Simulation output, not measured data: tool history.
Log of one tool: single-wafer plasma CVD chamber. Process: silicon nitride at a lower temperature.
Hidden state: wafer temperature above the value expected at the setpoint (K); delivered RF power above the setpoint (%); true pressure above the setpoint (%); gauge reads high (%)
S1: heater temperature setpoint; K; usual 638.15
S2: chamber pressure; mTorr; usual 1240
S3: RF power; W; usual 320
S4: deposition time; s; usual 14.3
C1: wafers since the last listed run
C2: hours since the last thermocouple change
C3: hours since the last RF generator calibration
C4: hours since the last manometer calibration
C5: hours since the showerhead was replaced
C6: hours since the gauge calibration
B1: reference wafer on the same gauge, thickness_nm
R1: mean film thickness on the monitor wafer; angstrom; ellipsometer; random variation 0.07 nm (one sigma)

run,hour,S1,S2,S3,S4,C1,C2,C3,C4,C5,C6,B1,R1
1,0.0,638.15,1240,300,14.3,0,2513.5,1571.6,1899.8,4346.3,733.7,13.313,138.06
2,188.3,638.15,1240,300,14.3,3841,2701.8,1759.9,2088.1,4534.6,922.0,13.292,137.16
3,214.7,650.15,1240,320,14.3,538,2728.2,1786.3,2114.5,4561.0,948.4,13.303,146.83
4,269.7,650.15,1240,320,14.3,1122,2783.2,1841.3,2169.5,4616.0,1003.4,13.302,147.41
5,295.8,638.15,1240,320,14.3,532,2809.3,1867.4,2195.6,4642.1,1029.5,13.304,146.29
# hour 348.8: thermocouple changed; heater temperature recalibrated
6,350.4,638.15,1240,320,14.3,950,1.6,1922.0,2250.2,4696.7,1084.1,13.307,146.09
# hour 432.9: RF generator calibrated
7,524.5,638.15,1240,320,14.3,3388,175.7,91.6,2424.3,4870.8,1258.2,13.297,145.95
8,551.9,638.15,1240,320,14.3,559,203.1,119.0,2451.7,4898.2,1285.6,13.291,145.93
9,609.6,638.15,1240,320,14.3,1177,260.8,176.7,2509.4,4955.9,1343.3,13.303,146.75
10,644.5,638.15,1240,320,14.3,712,295.7,211.6,2544.3,4990.8,1378.2,13.295,146.93
11,693.4,638.15,1240,320,14.3,997,344.6,260.5,2593.2,5039.7,1427.1,13.292,146.46
# hour 713.6: capacitance manometer re-zeroed and calibrated
12,735.4,638.15,1380,320,14.3,693,386.6,302.5,21.8,5081.7,1469.1,13.306,147.31
13,800.8,638.15,1380,320,14.3,1334,452.0,367.9,87.2,5147.1,1534.5,13.295,148.04
14,829.8,638.15,1240,320,14.3,591,481.0,396.9,116.2,5176.1,1563.5,13.292,144.15
# hour 859.3: gauge calibrated
15,901.7,626.15,1240,320,14.3,1466,552.9,468.8,188.1,5248.0,42.4,13.309,144.40
# hour 967.9: capacitance manometer re-zeroed and calibrated, repeated, since the last time left the tool worse
16,987.5,638.15,1380,320,14.3,1587,638.7,554.6,19.6,5333.8,128.2,13.282,152.32
17,1021.0,638.15,1120,260,16.1,683,672.2,588.1,53.1,5367.3,161.7,13.301,130.06
18,1081.4,638.15,1240,300,14.3,1232,732.6,648.5,113.5,5427.7,222.1,13.304,137.77
19,1141.2,638.15,1240,320,12.8,1220,792.4,708.3,173.3,5487.5,281.9,13.298,133.81
20,1213.2,638.15,1510,370,16.3,1469,864.4,780.3,245.3,5559.5,353.9,13.296,201.88
# hour 1253.9: showerhead replaced
21,1262.1,638.15,1500,320,12.6,834,913.3,829.2,294.2,8.2,402.8,13.305,138.34
22,1331.9,638.15,1120,260,14.3,1424,983.1,899.0,364.0,78.0,472.6,13.286,115.46
23,1362.8,638.15,1240,320,14.3,630,1014.0,929.9,394.9,108.9,503.5,13.300,148.16
24,1421.4,638.15,1240,320,14.3,1195,1072.6,988.5,453.5,167.5,562.1,13.286,150.02
25,1456.5,630.15,1240,295,14.3,716,1107.7,1023.6,488.6,202.6,597.2,13.299,136.21
26,1514.9,649.15,1380,320,14.3,1191,1166.1,1082.0,547.0,261.0,655.6,13.300,151.71
27,1560.4,638.15,1110,320,14.3,928,1211.6,1127.5,592.5,306.5,701.1,13.302,142.40
28,1609.7,631.15,1140,300,11.6,1005,1260.9,1176.8,641.8,355.8,750.4,13.288,110.14
29,1658.0,638.15,940,320,13.0,985,1309.2,1225.1,690.1,404.1,798.7,13.297,124.01

3 ways to go on from here, each from the tool as it stands after run 29. What would each give?
A,1658.4,638.15,1240,320,14.3,8,1309.6,1225.5,690.5,404.5,799.1,?,?
B,1658.4,638.15,1460,320,14.3,8,1309.6,1225.5,690.5,404.5,799.1,?,?
C,1658.4,638.15,1240,355,14.3,8,1309.6,1225.5,690.5,404.5,799.1,?,?

run,B1,R1
A,13.302,147.38
B,13.302,154.12
C,13.302,162.07
Without the tool's hidden state the same runs would have given:
run,R1
A,148.05
B,154.80
C,162.81
